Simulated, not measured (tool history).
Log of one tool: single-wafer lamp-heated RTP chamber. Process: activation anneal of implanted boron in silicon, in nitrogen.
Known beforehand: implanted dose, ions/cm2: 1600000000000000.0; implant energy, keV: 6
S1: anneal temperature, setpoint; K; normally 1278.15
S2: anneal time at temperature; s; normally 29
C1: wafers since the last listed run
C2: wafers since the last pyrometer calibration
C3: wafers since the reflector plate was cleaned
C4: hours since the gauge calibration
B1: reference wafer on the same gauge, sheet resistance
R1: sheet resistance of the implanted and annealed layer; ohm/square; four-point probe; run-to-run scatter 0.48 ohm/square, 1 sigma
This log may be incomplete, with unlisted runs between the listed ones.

run,hour,S1,S2,C1,C2,C3,C4,B1,R1
1,0.0,1278.15,25,0,1387,311,996.6,140.51,120.77
2,64.4,1278.15,25,759,2146,1070,1061.0,139.65,119.67
# hour 127.6: gauge calibrated
3,132.2,1278.15,29,799,2945,1869,4.6,145.65,120.93
4,180.1,1278.15,29,564,3510,2434,52.5,145.34,121.16
5,230.8,1278.15,29,597,4107,3031,103.2,145.41,121.09
6,263.8,1278.15,29,389,4496,3420,136.2,145.14,120.87
# hour 308.4: pyrometer window cleaned and pyrometer calibrated
7,308.9,1278.15,29,437,5,3858,181.3,145.57,121.73
8,362.4,1278.15,29,630,636,4488,234.8,145.10,121.64
9,428.1,1278.15,29,774,1410,5263,300.5,145.07,121.61
10,484.8,1261.15,19,668,2079,5931,357.2,144.90,139.17
11,509.9,1261.15,19,295,2375,6227,382.3,145.13,138.94
12,575.5,1291.15,29,773,3148,7000,447.9,144.73,113.43
13,635.9,1291.15,29,712,3860,7712,508.3,144.23,113.95
# hour 656.6: pyrometer window cleaned and pyrometer calibrated
14,688.6,1278.15,37,526,377,8239,561.0,144.34,118.12
15,726.4,1278.15,37,445,823,8685,598.8,144.24,117.98
16,797.0,1278.15,37,832,1655,9517,669.4,143.71,117.59
17,840.1,1278.15,29,508,2163,10025,712.5,143.61,120.15
# hour 979.7: reflector plate cleaned
18,1000.4,1278.15,29,1795,3959,244,872.8,142.50,120.85
19,1034.3,1252.15,41,399,4358,643,906.7,142.14,133.69
# hour 1096.0: pyrometer window cleaned and pyrometer calibrated
20,1096.5,1267.15,29,638,5,1282,968.9,141.74,125.49
21,1134.1,1278.15,29,443,448,1725,1006.5,141.43,119.12
22,1194.1,1287.15,29,707,1156,2433,1066.5,140.94,113.27
23,1225.3,1278.15,29,367,1524,2800,1097.7,140.89,118.74
# hour 1366.6: gauge calibrated
24,1385.4,1278.15,29,1887,3411,4688,18.8,144.30,121.55
25,1440.7,1278.15,29,651,4063,5340,74.1,144.61,121.52
# hour 1456.3: pyrometer window cleaned and pyrometer calibrated
26,1501.4,1293.15,45,621,531,5961,134.8,144.41,104.94
27,1531.3,1297.15,21,352,884,6313,164.7,144.48,114.55
28,1586.3,1278.15,29,648,1532,6962,219.7,144.23,120.42
29,1626.3,1294.15,29,471,2004,7433,259.7,144.27,110.53
30,1658.0,1278.15,29,373,2377,7807,291.4,144.00,121.00
31,1708.0,1288.15,39,589,2967,8396,341.4,143.82,110.28
32,1769.7,1278.15,40,727,3694,9124,403.1,143.68,116.40
33,1796.9,1278.15,29,320,4015,9444,430.3,143.55,120.21
34,1829.8,1278.15,29,387,4402,9832,463.2,143.43,120.24
# hour 1838.6: pyrometer window cleaned and pyrometer calibrated
35,1880.5,1298.15,18,503,493,10335,513.9,143.33,113.38
36,1918.0,1255.15,42,442,935,10778,551.4,143.30,131.75

Hidden state or all else? Some run-to-run changes of R1, split into what the settings, what came in and random variation would give without the hidden state, and what is left for the hidden state (with any gauge scatter that isn't in both results):
Hidden state present: true wafer temperature minus pyrometer reading, K; wafer temperature error from the tarnished reflector plate, K; gauge reads high (%).
Run 2 -> 3: S2 25 -> 29, gauge calibrated. R1 +1.26 ohm/square: hidden state +4.61, all else -3.35.
Run 9 -> 10: S1 1278.15 -> 1261.15, S2 29 -> 19. R1 +17.56 ohm/square: hidden state -0.13, all else +17.69.
Run 11 -> 12: S1 1261.15 -> 1291.15, S2 19 -> 29. R1 -25.51 ohm/square: hidden state -0.14, all else -25.37.
Run 17 -> 18: reflector plate cleaned. R1 +0.70 ohm/square: hidden state -0.85, all else +1.55.
Run 23 -> 24: gauge calibrated. R1 +2.81 ohm/square: hidden state +3.03, all else -0.22.
Run 35 -> 36: S1 1298.15 -> 1255.15, S2 18 -> 42. R1 +18.37 ohm/square: hidden state -0.36, all else +18.73.
